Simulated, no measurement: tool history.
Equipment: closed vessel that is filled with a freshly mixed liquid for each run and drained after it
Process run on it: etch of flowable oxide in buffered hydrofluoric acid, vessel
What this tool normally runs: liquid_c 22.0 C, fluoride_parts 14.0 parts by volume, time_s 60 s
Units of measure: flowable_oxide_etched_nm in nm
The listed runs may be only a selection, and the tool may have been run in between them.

| run | day | liquid_c | fluoride_parts | time_s | wafers since the last listed run | hours since the thermometer was replaced | hours since the hydrofluoric acid flow meter was replaced | hours since the gauge calibration | read-back film thickness of the flowable oxide reference wafer, read on the same gauge (nm) | flowable_oxide_etched_nm |
|---|---|---|---|---|---|---|---|---|---|---|
| 1 | 0.000 | 19.5 | 14.0 | 50 | 0 | 468.2 | 751.8 | 202.1 | 139.99 | 108.69 |
| 2 | 3.546 | 22.0 | 14.0 | 60 | 6222 | 553.3 | 836.9 | 287.2 | 140.01 | 148.97 |
| 3 | 6.533 | 22.0 | 14.0 | 60 | 5242 | 625.0 | 908.6 | 358.9 | 140.02 | 148.52 |
| 4 | 9.512 | 19.5 | 12.5 | 60 | 5227 | 696.5 | 980.1 | 430.4 | 140.00 | 143.38 |
| 5 | 11.692 | 22.0 | 14.0 | 60 | 3824 | 748.8 | 1032.4 | 482.7 | 139.98 | 146.11 |
| 6 | 15.912 | 22.0 | 14.0 | 60 | 7406 | 850.1 | 1133.7 | 584.0 | 140.02 | 147.26 |
| 7 | 20.367 | 22.0 | 14.0 | 60 | 7816 | 957.0 | 1240.6 | 690.9 | 139.96 | 144.20 |
| 8 | 22.546 | 22.0 | 14.0 | 70 | 3824 | 1009.3 | 1292.9 | 743.2 | 139.99 | 170.02 |
| 9 | 26.075 | 22.0 | 14.0 | 70 | 6193 | 1094.0 | 1377.6 | 827.9 | 139.99 | 165.55 |
| 10 | 29.004 | 23.0 | 14.0 | 60 | 5140 | 1164.3 | 1447.9 | 898.2 | 139.99 | 152.70 |
| 11 | 33.025 | 23.0 | 14.0 | 60 | 7055 | 1260.8 | 1544.4 | 994.7 | 139.99 | 150.47 |
| 12 | 35.017 | 23.0 | 14.0 | 60 | 3495 | 1308.6 | 1592.2 | 1042.5 | 140.01 | 151.49 |
| 13 | 38.475 | 22.0 | 14.0 | 60 | 6068 | 1391.6 | 1675.2 | 1125.5 | 140.03 | 140.77 |
| 14 | 40.775 | 22.0 | 14.0 | 60 | 4036 | 1446.8 | 1730.4 | 1180.7 | 139.99 | 139.80 |
| 15 | 45.204 | 20.5 | 14.0 | 60 | 7772 | 1553.1 | 1836.7 | 1287.0 | 140.01 | 127.91 |
| 16 | 49.996 | 22.0 | 14.0 | 60 | 8408 | 1668.1 | 1951.7 | 1402.0 | 140.03 | 138.01 |
|  | 51.121 | hydrofluoric acid flow meter replaced |
| 17 | 53.883 | 25.5 | 12.0 | 80 | 6748 | 1761.4 | 66.3 | 1495.3 | 139.99 | 288.80 |
| 18 | 56.658 | 22.0 | 14.0 | 60 | 4869 | 1828.0 | 132.9 | 1561.9 | 139.97 | 152.79 |
|  | 59.088 | gauge calibrated |
| 19 | 60.950 | 22.0 | 14.0 | 30 | 7531 | 1931.0 | 235.9 | 44.7 | 140.00 | 76.45 |
| 20 | 63.550 | 22.0 | 18.0 | 30 | 4562 | 1993.4 | 298.3 | 107.1 | 139.98 | 58.42 |
| 21 | 66.971 | 22.0 | 14.0 | 60 | 6002 | 2075.5 | 380.4 | 189.2 | 139.98 | 150.98 |
| 22 | 69.204 | 22.0 | 14.0 | 30 | 3919 | 2129.1 | 434.0 | 242.8 | 140.02 | 75.96 |
| 23 | 71.462 | 20.0 | 11.5 | 60 | 3962 | 2183.3 | 488.2 | 297.0 | 140.01 | 163.62 |
|  | 73.050 | thermometer replaced |
| 24 | 73.362 | 17.0 | 9.5 | 45 | 3261 | 7.5 | 533.8 | 342.6 | 140.01 | 123.73 |
| 25 | 82.750 | 19.5 | 17.0 | 60 | 16473 | 232.8 | 759.1 | 567.9 | 140.00 | 107.45 |
| 26 | 85.100 | 17.5 | 18.5 | 75 | 4123 | 289.2 | 815.5 | 624.3 | 140.03 | 108.82 |
| 27 | 89.221 | 22.0 | 14.0 | 60 | 7231 | 388.1 | 914.4 | 723.2 | 140.01 | 146.01 |
| 28 | 93.704 | 19.0 | 14.0 | 60 | 7867 | 495.7 | 1022.0 | 830.8 | 140.00 | 124.54 |
| 29 | 97.025 | 22.0 | 14.0 | 60 | 5827 | 575.4 | 1101.7 | 910.5 | 139.99 | 147.00 |
| 30 | 98.567 | 22.0 | 14.0 | 70 | 2705 | 612.4 | 1138.7 | 947.5 | 139.99 | 170.20 |
| 31 | 101.958 | 22.0 | 14.0 | 60 | 5951 | 693.8 | 1220.1 | 1028.9 | 140.02 | 144.31 |
| 32 | 104.533 | 24.5 | 16.5 | 60 | 4518 | 755.6 | 1281.9 | 1090.7 | 140.01 | 141.46 |
| 33 | 107.467 | 20.5 | 14.0 | 70 | 5147 | 826.0 | 1352.3 | 1161.1 | 139.99 | 153.32 |

Pick out some run-to-run changes in flowable_oxide_etched_nm. Of each, how much would a tool without hidden state show as well, from the settings, what came in and chance, and how much is left for the hidden state and any gauge scatter not in both results compared?
What the log doesn't record here: liquid colder than its thermometer reads (K); hydrofluoric acid flow below the setpoint (%); gauge reads high (%).
Run 16 -> 17: liquid_c 22.0 -> 25.5, fluoride_parts 14.0 -> 12.0, time_s 60 -> 80, hydrofluoric acid flow meter replaced. flowable_oxide_etched_nm +150.79 nm: hidden state +11.83, all else +138.96.
Run 17 -> 18: liquid_c 25.5 -> 22.0, fluoride_parts 12.0 -> 14.0, time_s 80 -> 60. flowable_oxide_etched_nm -136.01 nm: hidden state +1.93, all else -137.94.
Run 20 -> 21: fluoride_parts 18.0 -> 14.0, time_s 30 -> 60. flowable_oxide_etched_nm +92.56 nm: hidden state -3.56, all else +96.12.
Run 22 -> 23: liquid_c 22.0 -> 20.0, fluoride_parts 14.0 -> 11.5, time_s 30 -> 60. flowable_oxide_etched_nm +87.66 nm: hidden state -3.86, all else +91.52.
